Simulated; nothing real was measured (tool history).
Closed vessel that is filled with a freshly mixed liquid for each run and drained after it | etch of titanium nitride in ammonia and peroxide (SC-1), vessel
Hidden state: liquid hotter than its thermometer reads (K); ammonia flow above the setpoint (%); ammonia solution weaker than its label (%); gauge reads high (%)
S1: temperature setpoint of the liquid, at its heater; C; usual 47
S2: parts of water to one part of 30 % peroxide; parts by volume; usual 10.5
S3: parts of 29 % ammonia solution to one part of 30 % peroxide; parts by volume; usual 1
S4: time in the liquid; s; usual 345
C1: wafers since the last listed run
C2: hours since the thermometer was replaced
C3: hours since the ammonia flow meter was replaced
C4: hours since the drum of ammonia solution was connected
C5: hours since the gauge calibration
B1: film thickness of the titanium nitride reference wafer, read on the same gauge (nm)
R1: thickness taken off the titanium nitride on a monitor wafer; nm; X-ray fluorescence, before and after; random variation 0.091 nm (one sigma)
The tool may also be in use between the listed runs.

run 1 hour=0 | S1=47 S2=10.5 S3=1 S4=345 | C1=0 C2=19.8 C3=704.5 C4=277.5 C5=787.9 | B1=60 | R1=16.61
run 2 hour=36.6 | S1=47 S2=10.5 S3=1 S4=345 | C1=3169 C2=56.4 C3=741.1 C4=314.1 C5=824.5 | B1=60 | R1=16.53
-- hour=46.2 new drum of ammonia solution connected
run 3 hour=95.7 | S1=47 S2=10.5 S3=1 S4=345 | C1=5031 C2=115.5 C3=800.2 C4=49.5 C5=883.6 | B1=60.01 | R1=16.72
run 4 hour=168.9 | S1=47 S2=10.5 S3=1 S4=345 | C1=6338 C2=188.7 C3=873.4 C4=122.7 C5=956.8 | B1=60 | R1=16.86
run 5 hour=207.8 | S1=47 S2=10.5 S3=1 S4=345 | C1=3368 C2=227.6 C3=912.3 C4=161.6 C5=995.7 | B1=60 | R1=16.69
run 6 hour=304.8 | S1=47 S2=10.5 S3=1 S4=345 | C1=8399 C2=324.6 C3=1009.3 C4=258.6 C5=1092.7 | B1=60 | R1=16.6
-- hour=388.1 new drum of ammonia solution connected
run 7 hour=402.6 | S1=47 S2=10.5 S3=1 S4=345 | C1=8382 C2=422.4 C3=1107.1 C4=14.5 C5=1190.5 | B1=60 | R1=16.77
-- hour=548.5 thermometer replaced
run 8 hour=661.7 | S1=47 S2=10.5 S3=1 S4=345 | C1=22349 C2=113.2 C3=1366.2 C4=273.6 C5=1449.6 | B1=59.99 | R1=16.63
-- hour=712.6 new drum of ammonia solution connected
run 9 hour=744.2 | S1=47 S2=10.5 S3=1 S4=345 | C1=7057 C2=195.7 C3=1448.7 C4=31.6 C5=1532.1 | B1=60.01 | R1=16.59
run 10 hour=831.1 | S1=47 S2=10.5 S3=1 S4=345 | C1=7525 C2=282.6 C3=1535.6 C4=118.5 C5=1619 | B1=60 | R1=16.56

The next listed run, before its measurement:
-- hour=853 ammonia flow meter replaced
run 11 hour=919.8 | S1=47 S2=10.5 S3=1 S4=345 | C1=7594 C2=371.3 C3=66.8 C4=207.2 C5=1707.7 | B1=? | R1=?

{"run 11": {"B1": 60, "R1": 16.83}}
Without the tool's hidden state the same run would have given R1 16.83 nm.
